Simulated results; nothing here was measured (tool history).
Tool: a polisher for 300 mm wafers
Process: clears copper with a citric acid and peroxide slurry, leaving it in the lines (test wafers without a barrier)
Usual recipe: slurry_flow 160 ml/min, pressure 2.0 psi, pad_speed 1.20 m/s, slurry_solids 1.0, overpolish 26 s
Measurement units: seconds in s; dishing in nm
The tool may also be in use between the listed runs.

run   hour  slurry_flow  pressure  pad_speed  slurry_solids  overpolish  incoming thickness of the incoming film, nm  seconds  dishing
  1    0.0          160       2.0       1.20            1.0          26                                        170.4    105.1     29.5
  2   26.5          160       2.0       1.20            1.0          26                                        169.1    103.5     27.9
      81.2  -- worn pad replaced by a new one
  3  111.0          160       2.0       1.20            1.0          26                                        170.1    107.3     29.5
  4  135.7          160       2.0       1.20            1.0          26                                        169.5    108.3     29.4
  5  162.8          160       2.0       1.20            1.0          26                                        169.9    108.6     28.6
  6  175.5          160       2.0       1.20            1.0          26                                        170.2    109.0     30.1
  7  199.9          160       2.0       1.20            1.0          26                                        171.1    107.6     28.9
     224.7  -- worn pad replaced by a new one
     230.8  -- slurry blender recalibrated
  8  287.0          160       2.0       1.20            1.0          26                                        169.4    105.0     27.8
  9  314.6          160       2.0       1.20            1.0          26                                        168.1    106.5     29.0
     325.0  -- slurry nozzle cleaned
 10  332.4          160       2.0       1.20            1.0          26                                        169.9    118.4     27.5
 11  349.5          160       2.0       1.00            1.0          26                                        172.2    137.9     22.1
     369.8  -- worn pad replaced by a new one
 12  371.3          160       2.0       1.20            1.1          26                                        170.2    113.8     27.1
 13  393.1          160       2.0       1.20            1.1          26                                        166.8    117.3     27.7
 14  422.0          160       2.0       1.20            1.1          26                                        169.4    117.3     27.0
 15  436.3          190       2.2       1.46            1.0          14                                        167.4     88.2     19.6
     439.1  -- slurry nozzle cleaned, repeated, since the last time left the tool worse
 16  463.3          160       2.6       1.58            1.0          26                                        168.0     61.6     45.6
 17  484.1          160       1.6       1.32            1.2          26                                        170.3    107.0     29.3
 18  518.3          160       2.0       1.20            1.0          26                                        170.6    105.0     30.3
     530.0  -- head pressure recalibrated
 19  535.3          115       2.0       1.20            1.2          26                                        171.6    107.3     28.2
     541.2  -- worn pad replaced by a new one
 20  568.4          135       2.0       1.20            1.0          26                                        168.8    106.5     27.7
 21  603.9          160       2.0       1.20            1.0          26                                        169.2    103.1     29.4
     609.9  -- slurry blender recalibrated
 22  618.9          160       2.0       1.20            1.0          26                                        170.8    104.5     30.5
 23  651.4          110       2.6       1.46            1.0          38                                        171.5     75.9     54.3
     672.9  -- worn pad replaced by a new one
 24  682.9          195       2.0       1.20            1.0          21                                        171.9    100.8     25.2
 25  698.3          160       2.0       1.04            1.0          40                                        171.4    122.7     37.1
 26  711.0          160       2.0       1.20            1.0          17                                        170.9    105.3     19.8
 27  729.6          160       2.0       1.20            1.0          26                                        171.8    109.4     28.8
 28  759.9          140       1.8       0.80            0.9          26                                        168.1    174.4     17.4

4 options for the next run, each taken on its own from the tool as it stands now. Forecast them:
  A  760.4          160       1.8       1.20            1.0          26                                        169.3        ?        ?
  B  760.4          175       2.0       0.94            1.0          33                                        169.3        ?        ?
  C  760.4          160       2.0       1.02            1.0          26                                        169.3        ?        ?
  D  760.4          160       1.6       1.20            1.0          17                                        169.3        ?        ?

run  seconds  dishing
  A    118.5     27.2
  B    134.8     30.1
  C    127.1     25.6
  D    130.3     16.7
With no hidden state in the tool, these same runs would have given:
run  seconds  dishing
  A    112.8     28.4
  B    128.9     31.4
  C    121.0     26.7
  D    124.1     17.5

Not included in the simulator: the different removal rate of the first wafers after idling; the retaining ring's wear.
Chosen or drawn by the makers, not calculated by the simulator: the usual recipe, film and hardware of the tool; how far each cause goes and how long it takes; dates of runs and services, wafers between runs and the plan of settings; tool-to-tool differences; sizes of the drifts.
